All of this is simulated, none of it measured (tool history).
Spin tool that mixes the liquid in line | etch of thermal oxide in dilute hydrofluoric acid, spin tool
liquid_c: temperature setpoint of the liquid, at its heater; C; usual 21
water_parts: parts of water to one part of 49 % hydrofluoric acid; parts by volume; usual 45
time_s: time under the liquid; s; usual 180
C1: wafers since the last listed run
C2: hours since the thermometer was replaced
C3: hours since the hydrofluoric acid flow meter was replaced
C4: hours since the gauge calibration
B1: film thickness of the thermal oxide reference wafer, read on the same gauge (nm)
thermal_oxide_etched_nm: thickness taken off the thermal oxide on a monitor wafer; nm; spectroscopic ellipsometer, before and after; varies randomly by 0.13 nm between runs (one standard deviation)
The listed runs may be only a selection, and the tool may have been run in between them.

run 1 hour=0 | liquid_c=21 water_parts=45 time_s=180 | C1=0 C2=2145.1 C3=12.1 C4=762.1 | B1=50.01 | thermal_oxide_etched_nm=19.12
run 2 hour=33.3 | liquid_c=21 water_parts=45 time_s=180 | C1=228 C2=2178.4 C3=45.4 C4=795.4 | B1=50.02 | thermal_oxide_etched_nm=19.14
run 3 hour=103.6 | liquid_c=21 water_parts=45 time_s=180 | C1=482 C2=2248.7 C3=115.7 C4=865.7 | B1=49.97 | thermal_oxide_etched_nm=19.36
run 4 hour=185.7 | liquid_c=21 water_parts=45 time_s=180 | C1=563 C2=2330.8 C3=197.8 C4=947.8 | B1=50.01 | thermal_oxide_etched_nm=19.82
run 5 hour=254.3 | liquid_c=21 water_parts=45 time_s=215 | C1=471 C2=2399.4 C3=266.4 C4=1016.4 | B1=50.01 | thermal_oxide_etched_nm=23.99
run 6 hour=292.7 | liquid_c=17.5 water_parts=45 time_s=180 | C1=263 C2=2437.8 C3=304.8 C4=1054.8 | B1=50 | thermal_oxide_etched_nm=17.17
run 7 hour=326.5 | liquid_c=17.5 water_parts=45 time_s=180 | C1=232 C2=2471.6 C3=338.6 C4=1088.6 | B1=50.02 | thermal_oxide_etched_nm=17.48
run 8 hour=394.8 | liquid_c=17.5 water_parts=45 time_s=180 | C1=469 C2=2539.9 C3=406.9 C4=1156.9 | B1=50 | thermal_oxide_etched_nm=17.55
run 9 hour=446.4 | liquid_c=19.5 water_parts=45 time_s=180 | C1=354 C2=2591.5 C3=458.5 C4=1208.5 | B1=49.98 | thermal_oxide_etched_nm=19.29
run 10 hour=494.1 | liquid_c=19.5 water_parts=45 time_s=180 | C1=327 C2=2639.2 C3=506.2 C4=1256.2 | B1=50.03 | thermal_oxide_etched_nm=19.68
-- hour=540.1 hydrofluoric acid flow meter replaced
run 11 hour=558 | liquid_c=19.5 water_parts=45 time_s=180 | C1=431 C2=2703.1 C3=17.9 C4=1320.1 | B1=49.99 | thermal_oxide_etched_nm=18.17
run 12 hour=606.6 | liquid_c=21 water_parts=45 time_s=180 | C1=333 C2=2751.7 C3=66.5 C4=1368.7 | B1=50.01 | thermal_oxide_etched_nm=19.68
-- hour=626.2 gauge calibrated
run 13 hour=660.4 | liquid_c=21 water_parts=45 time_s=180 | C1=369 C2=2805.5 C3=120.3 C4=34.2 | B1=49.97 | thermal_oxide_etched_nm=19.61
run 14 hour=702.8 | liquid_c=21 water_parts=45 time_s=180 | C1=291 C2=2847.9 C3=162.7 C4=76.6 | B1=50 | thermal_oxide_etched_nm=19.93
run 15 hour=769 | liquid_c=25.5 water_parts=45 time_s=180 | C1=454 C2=2914.1 C3=228.9 C4=142.8 | B1=50.01 | thermal_oxide_etched_nm=23.86
run 16 hour=836.8 | liquid_c=21 water_parts=55 time_s=180 | C1=465 C2=2981.9 C3=296.7 C4=210.6 | B1=50.01 | thermal_oxide_etched_nm=16.39
run 17 hour=898 | liquid_c=26 water_parts=45 time_s=110 | C1=420 C2=3043.1 C3=357.9 C4=271.8 | B1=50.03 | thermal_oxide_etched_nm=15.41
run 18 hour=1011.5 | liquid_c=23 water_parts=60 time_s=180 | C1=779 C2=3156.6 C3=471.4 C4=385.3 | B1=50.01 | thermal_oxide_etched_nm=16.74
-- hour=1018.7 thermometer replaced
run 19 hour=1048.5 | liquid_c=24 water_parts=30 time_s=180 | C1=247 C2=29.8 C3=508.4 C4=422.3 | B1=50.01 | thermal_oxide_etched_nm=34.39
-- hour=1147.1 hydrofluoric acid flow meter replaced
run 20 hour=1198 | liquid_c=21 water_parts=45 time_s=180 | C1=1019 C2=179.3 C3=50.9 C4=571.8 | B1=50.03 | thermal_oxide_etched_nm=18.7
run 21 hour=1258.6 | liquid_c=17.5 water_parts=45 time_s=230 | C1=416 C2=239.9 C3=111.5 C4=632.4 | B1=50.02 | thermal_oxide_etched_nm=21
run 22 hour=1302.8 | liquid_c=21 water_parts=25 time_s=180 | C1=303 C2=284.1 C3=155.7 C4=676.6 | B1=49.96 | thermal_oxide_etched_nm=35.15
run 23 hour=1340.3 | liquid_c=21 water_parts=65 time_s=290 | C1=257 C2=321.6 C3=193.2 C4=714.1 | B1=49.99 | thermal_oxide_etched_nm=20.88
run 24 hour=1391 | liquid_c=18.5 water_parts=25 time_s=120 | C1=348 C2=372.3 C3=243.9 C4=764.8 | B1=50.03 | thermal_oxide_etched_nm=21.35
run 25 hour=1461.5 | liquid_c=21 water_parts=45 time_s=180 | C1=484 C2=442.8 C3=314.4 C4=835.3 | B1=50 | thermal_oxide_etched_nm=19.83
run 26 hour=1516.3 | liquid_c=21 water_parts=30 time_s=235 | C1=376 C2=497.6 C3=369.2 C4=890.1 | B1=50.01 | thermal_oxide_etched_nm=39.12
run 27 hour=1567.8 | liquid_c=21 water_parts=45 time_s=215 | C1=353 C2=549.1 C3=420.7 C4=941.6 | B1=49.99 | thermal_oxide_etched_nm=23.8
run 28 hour=1610.3 | liquid_c=21 water_parts=50 time_s=225 | C1=291 C2=591.6 C3=463.2 C4=984.1 | B1=49.96 | thermal_oxide_etched_nm=22.34
-- hour=1633.2 hydrofluoric acid flow meter replaced
run 29 hour=1651.1 | liquid_c=21 water_parts=45 time_s=180 | C1=273 C2=632.4 C3=17.9 C4=1024.9 | B1=49.96 | thermal_oxide_etched_nm=18.59
run 30 hour=1690.1 | liquid_c=24 water_parts=60 time_s=90 | C1=267 C2=671.4 C3=56.9 C4=1063.9 | B1=50.01 | thermal_oxide_etched_nm=7.87

For run 31, what comes out?
run 31 hour=1740.5 | liquid_c=21 water_parts=45 time_s=180 | C1=346 C2=721.8 C3=107.3 C4=1114.3 | B1=? | thermal_oxide_etched_nm=?

B1: 49.99
thermal_oxide_etched_nm: 19.03 nm
Take away the tool's hidden state, keep the run-to-run variation as it was, and the same run would have given thermal_oxide_etched_nm 18.36 nm.
